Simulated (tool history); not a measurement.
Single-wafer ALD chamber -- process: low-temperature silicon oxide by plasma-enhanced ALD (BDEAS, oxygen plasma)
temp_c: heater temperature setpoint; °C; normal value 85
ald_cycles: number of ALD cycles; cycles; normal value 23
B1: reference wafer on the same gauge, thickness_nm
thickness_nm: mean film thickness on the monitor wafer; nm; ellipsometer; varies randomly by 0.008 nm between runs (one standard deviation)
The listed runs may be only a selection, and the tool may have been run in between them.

Run 1, day 0: usual settings; B1 3.201. Result: thickness_nm 3.258 nm.
Run 2, day 1.304: usual settings but temp_c 92 °C, ald_cycles 22 cycles; B1 3.197. Result: thickness_nm 3.043 nm.
Run 3, day 7.517: usual settings but temp_c 92 °C, ald_cycles 22 cycles; B1 3.198. Result: thickness_nm 3.057 nm.
At day 9.646: thermocouple changed; heater temperature recalibrated.
Run 4, day 10.271: usual settings; B1 3.2. Result: thickness_nm 3.194 nm.
Run 5, day 11.8: usual settings; B1 3.198. Result: thickness_nm 3.191 nm.
Run 6, day 14.721: usual settings; B1 3.202. Result: thickness_nm 3.212 nm.
Run 7, day 17.554: usual settings; B1 3.199. Result: thickness_nm 3.202 nm.
Run 8, day 23.05: usual settings but ald_cycles 21 cycles; B1 3.201. Result: thickness_nm 2.924 nm.
Run 9, day 25.225: usual settings but ald_cycles 21 cycles; B1 3.202. Result: thickness_nm 2.91 nm.
Run 10, day 27.142: usual settings but ald_cycles 21 cycles; B1 3.197. Result: thickness_nm 2.934 nm.
Run 11, day 29.538: usual settings; B1 3.196. Result: thickness_nm 3.208 nm.
Run 12, day 31.088: usual settings; B1 3.194. Result: thickness_nm 3.208 nm.
Run 13, day 38.233: usual settings; B1 3.198. Result: thickness_nm 3.22 nm.
Run 14, day 39.558: usual settings; B1 3.201. Result: thickness_nm 3.215 nm.
Run 15, day 41.783: usual settings; B1 3.203. Result: thickness_nm 3.225 nm.
Run 16, day 44.508: usual settings; B1 3.199. Result: thickness_nm 3.229 nm.
Run 17, day 47.458: usual settings; B1 3.194. Result: thickness_nm 3.212 nm.
Run 18, day 49.354: usual settings; B1 3.199. Result: thickness_nm 3.224 nm.
At day 51.346: gauge calibrated.
Run 19, day 51.904: usual settings but ald_cycles 20 cycles; B1 3.201. Result: thickness_nm 2.812 nm.
Run 20, day 54.038: usual settings but ald_cycles 20 cycles; B1 3.197. Result: thickness_nm 2.807 nm.
Run 21, day 56.871: usual settings but ald_cycles 20 cycles; B1 3.198. Result: thickness_nm 2.809 nm.
Run 22, day 58.954: usual settings but temp_c 96 °C, ald_cycles 27 cycles; B1 3.197. Result: thickness_nm 3.65 nm.
Run 23, day 60.846: usual settings but temp_c 93 °C, ald_cycles 20 cycles; B1 3.204. Result: thickness_nm 2.748 nm.
Run 24, day 63.562: usual settings but temp_c 71 °C, ald_cycles 20 cycles; B1 3.197. Result: thickness_nm 2.926 nm.
Run 25, day 66.367: usual settings but temp_c 97 °C; B1 3.199. Result: thickness_nm 3.113 nm.
Run 26, day 68.825: usual settings but temp_c 74 °C, ald_cycles 22 cycles; B1 3.199. Result: thickness_nm 3.207 nm.
Run 27, day 71.579: usual settings; B1 3.2. Result: thickness_nm 3.243 nm.
Run 28, day 72.738: usual settings but temp_c 73 °C, ald_cycles 27 cycles; B1 3.199. Result: thickness_nm 3.939 nm.
Run 29, day 74.162: usual settings; B1 3.198. Result: thickness_nm 3.23 nm.
Run 30, day 76.742: usual settings but temp_c 73 °C, ald_cycles 22 cycles; B1 3.197. Result: thickness_nm 3.21 nm.
Run 31, day 78.875: usual settings but temp_c 73 °C, ald_cycles 25 cycles; B1 3.2. Result: thickness_nm 3.644 nm.
Run 32, day 81.592: usual settings but ald_cycles 19 cycles; B1 3.201. Result: thickness_nm 2.686 nm.
At day 81.996: thermocouple changed; heater temperature recalibrated.
Run 33, day 84.408: usual settings; B1 3.203. Result: thickness_nm 3.203 nm.
Run 34, day 85.417: usual settings but temp_c 72 °C, ald_cycles 26 cycles; B1 3.199. Result: thickness_nm 3.755 nm.
Run 35, day 87.625: usual settings but ald_cycles 25 cycles; B1 3.203. Result: thickness_nm 3.467 nm.
Run 36, day 90.15: usual settings but ald_cycles 22 cycles; B1 3.203. Result: thickness_nm 3.053 nm.
Run 37, day 92.525: usual settings; B1 3.197. Result: thickness_nm 3.199 nm.
Run 38, day 94.617: usual settings but temp_c 96 °C, ald_cycles 20 cycles; B1 3.201. Result: thickness_nm 2.701 nm.
Run 39, day 97.429: usual settings but temp_c 77 °C, ald_cycles 21 cycles; B1 3.2. Result: thickness_nm 3 nm.
Run 40, day 99.846: usual settings but temp_c 74 °C, ald_cycles 28 cycles; B1 3.205. Result: thickness_nm 4.025 nm.
Run 41, day 100.992: usual settings; B1 3.199. Result: thickness_nm 3.217 nm.
Run 42, day 106.371: usual settings; B1 3.2. Result: thickness_nm 3.218 nm.
Run 43, day 107.638: usual settings but temp_c 73 °C, ald_cycles 24 cycles; B1 3.201. Result: thickness_nm 3.469 nm.

Predict each of these 4 candidate next runs independently; none follows another, all start after run 43:
Run A, day 107.654: usual settings; B1 ?. Result: thickness_nm ?.
Run B, day 107.654: usual settings but temp_c 96 °C, ald_cycles 18 cycles; B1 ?. Result: thickness_nm ?.
Run C, day 107.654: usual settings but temp_c 95 °C, ald_cycles 20 cycles; B1 ?. Result: thickness_nm ?.
Run D, day 107.654: usual settings but temp_c 76 °C, ald_cycles 20 cycles; B1 ?. Result: thickness_nm ?.

run   B1  thickness_nm
  A  3.2         3.216
  B  3.2         2.434
  C  3.2         2.713
  D  3.2         2.872
Without the tool's unlogged condition, the same runs would have read:
run  thickness_nm
  A         3.205
  B         2.425
  C         2.703
  D         2.862
